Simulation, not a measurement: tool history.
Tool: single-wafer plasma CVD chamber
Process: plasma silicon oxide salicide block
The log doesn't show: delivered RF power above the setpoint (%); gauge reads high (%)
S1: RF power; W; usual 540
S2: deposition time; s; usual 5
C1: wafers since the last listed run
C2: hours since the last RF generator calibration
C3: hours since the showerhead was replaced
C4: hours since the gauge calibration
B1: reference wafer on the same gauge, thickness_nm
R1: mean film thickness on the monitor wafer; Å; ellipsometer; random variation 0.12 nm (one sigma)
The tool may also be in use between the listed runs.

run,hour,S1,S2,C1,C2,C3,C4,B1,R1
1,0,495,5,0,316.3,4377.4,126.5,48.896,498.54
2,31.9,495,5,1185,348.2,4409.3,158.4,48.843,499.77
3,49.3,495,5,646,365.6,4426.7,175.8,48.758,498.72
4,62.8,540,4.63,501,379.1,4440.2,189.3,48.786,472.03
5,78.6,480,5,587,394.9,4456,205.1,48.723,492.1
6,98.7,480,5,747,415,4476.1,225.2,48.711,493.85
7,164.7,480,5,2453,481,4542.1,291.2,48.515,491.95
8,186.4,540,5,806,502.7,4563.8,312.9,48.57,506.38
9,215.4,540,5,1078,531.7,4592.8,341.9,48.465,505.13
10,235.7,600,4.68,754,552,4613.1,362.2,48.399,483.82
11,309.8,600,4.68,2754,626.1,4687.2,436.3,48.267,480.56
# hour 326.6: gauge calibrated
12,410.2,600,4.68,3732,726.5,4787.6,83.6,48.629,485.42
13,441.9,540,5,1178,758.2,4819.3,115.3,48.619,505.9
14,458.5,540,5,617,774.8,4835.9,131.9,48.551,506.33
15,487.8,600,4.68,1089,804.1,4865.2,161.2,48.488,484.81
# hour 505.2: showerhead replaced
16,513,485,5,639,829.3,7.8,186.4,48.447,493.66

The next listed run, before its measurement:
17,527.8,540,5.83,550,844.1,22.6,201.2,?,?

Run 17 gave B1 48.413, R1 589.2 Å.
Without the tool's hidden state the same run would have given R1 595.18 Å.
